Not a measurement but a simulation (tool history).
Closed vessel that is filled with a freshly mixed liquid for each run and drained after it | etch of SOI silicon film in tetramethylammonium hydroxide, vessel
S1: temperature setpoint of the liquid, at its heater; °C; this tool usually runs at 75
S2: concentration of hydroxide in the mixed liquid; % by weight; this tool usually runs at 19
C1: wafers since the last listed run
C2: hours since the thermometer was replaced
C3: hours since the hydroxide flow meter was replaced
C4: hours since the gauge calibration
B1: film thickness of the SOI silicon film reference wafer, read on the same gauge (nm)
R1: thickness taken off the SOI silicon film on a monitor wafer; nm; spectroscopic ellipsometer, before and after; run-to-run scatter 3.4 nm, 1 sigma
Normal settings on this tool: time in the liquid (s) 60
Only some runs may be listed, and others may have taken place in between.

{"run": 1, "hour": 0.0, "S1": 75, "S2": 19, "time in the liquid (s)": 60, "C1": 0, "C2": 403.6, "C3": 2000, "C4": 56.3, "B1": 150.03, "R1": 483.18}
{"run": 2, "hour": 24.9, "S1": 75, "S2": 19, "time in the liquid (s)": 60, "C1": 3123, "C2": 428.5, "C3": 2024.9, "C4": 81.2, "B1": 149.98, "R1": 486.14}
{"run": 3, "hour": 48.6, "S1": 75, "S2": 19, "time in the liquid (s)": 60, "C1": 2972, "C2": 452.2, "C3": 2048.6, "C4": 104.9, "B1": 150.01, "R1": 487.18}
{"run": 4, "hour": 79.0, "S1": 79.5, "S2": 19, "time in the liquid (s)": 60, "C1": 3813, "C2": 482.6, "C3": 2079, "C4": 135.3, "B1": 150, "R1": 638.4}
{"run": 5, "hour": 98.5, "S1": 79.5, "S2": 19, "time in the liquid (s)": 60, "C1": 2445, "C2": 502.1, "C3": 2098.5, "C4": 154.8, "B1": 150, "R1": 640.75}
{"run": 6, "hour": 127.1, "S1": 75, "S2": 19, "time in the liquid (s)": 60, "C1": 3587, "C2": 530.7, "C3": 2127.1, "C4": 183.4, "B1": 149.98, "R1": 492.95}
{"run": 7, "hour": 158.7, "S1": 75, "S2": 19, "time in the liquid (s)": 60, "C1": 3963, "C2": 562.3, "C3": 2158.7, "C4": 215, "B1": 149.99, "R1": 499.45}
{"run": 8, "hour": 193.5, "S1": 75, "S2": 16, "time in the liquid (s)": 90, "C1": 4364, "C2": 597.1, "C3": 2193.5, "C4": 249.8, "B1": 149.98, "R1": 796.71}
{"hour": 200.8, "done": "gauge calibrated"}
{"run": 9, "hour": 228.8, "S1": 75, "S2": 19, "time in the liquid (s)": 60, "C1": 4427, "C2": 632.4, "C3": 2228.8, "C4": 28, "B1": 150, "R1": 495.98}
{"hour": 240.5, "done": "thermometer replaced"}
{"run": 10, "hour": 241.2, "S1": 79, "S2": 22, "time in the liquid (s)": 70, "C1": 1429, "C2": 0.7, "C3": 2241.2, "C4": 40.4, "B1": 150.02, "R1": 724.88}
{"run": 11, "hour": 255.4, "S1": 72, "S2": 22, "time in the liquid (s)": 40, "C1": 1781, "C2": 14.9, "C3": 2255.4, "C4": 54.6, "B1": 149.99, "R1": 277.28}
{"hour": 273.8, "done": "hydroxide flow meter replaced"}
{"run": 12, "hour": 278.3, "S1": 72, "S2": 24, "time in the liquid (s)": 60, "C1": 2746, "C2": 37.8, "C3": 4.5, "C4": 77.5, "B1": 150, "R1": 383.86}
{"run": 13, "hour": 303.6, "S1": 75, "S2": 24.5, "time in the liquid (s)": 60, "C1": 3173, "C2": 63.1, "C3": 29.8, "C4": 102.8, "B1": 150.02, "R1": 438.97}
{"hour": 323.7, "done": "thermometer replaced, repeated, since the last time left the tool worse"}
{"run": 14, "hour": 334.2, "S1": 75, "S2": 19, "time in the liquid (s)": 60, "C1": 3712, "C2": 10.5, "C3": 60.4, "C4": 133.4, "B1": 150, "R1": 458.24}
{"run": 15, "hour": 363.8, "S1": 75, "S2": 21, "time in the liquid (s)": 60, "C1": 3712, "C2": 40.1, "C3": 90, "C4": 163, "B1": 149.99, "R1": 441.73}

Each row is a separate what-if for the run after 15, all from the same tool condition, not one after another. Results?
{"run": "A", "hour": 364.5, "S1": 75, "S2": 19, "time in the liquid (s)": 60, "C1": 87, "C2": 40.8, "C3": 90.7, "C4": 163.7, "B1": "?", "R1": "?"}
{"run": "B", "hour": 364.5, "S1": 79, "S2": 19, "time in the liquid (s)": 60, "C1": 87, "C2": 40.8, "C3": 90.7, "C4": 163.7, "B1": "?", "R1": "?"}
{"run": "C", "hour": 364.5, "S1": 75, "S2": 24, "time in the liquid (s)": 60, "C1": 87, "C2": 40.8, "C3": 90.7, "C4": 163.7, "B1": "?", "R1": "?"}
{"run": "D", "hour": 364.5, "S1": 70.5, "S2": 21.5, "time in the liquid (s)": 85, "C1": 87, "C2": 40.8, "C3": 90.7, "C4": 163.7, "B1": "?", "R1": "?"}

run=A B1=150.01 R1=459.04
run=B B1=150.01 R1=575.05
run=C B1=150.01 R1=386.39
run=D B1=150.01 R1=472.71
With no hidden state in the tool, these same runs would have given:
run=A R1=454.62
run=B R1=569.63
run=C R1=382.66
run=D R1=468.03
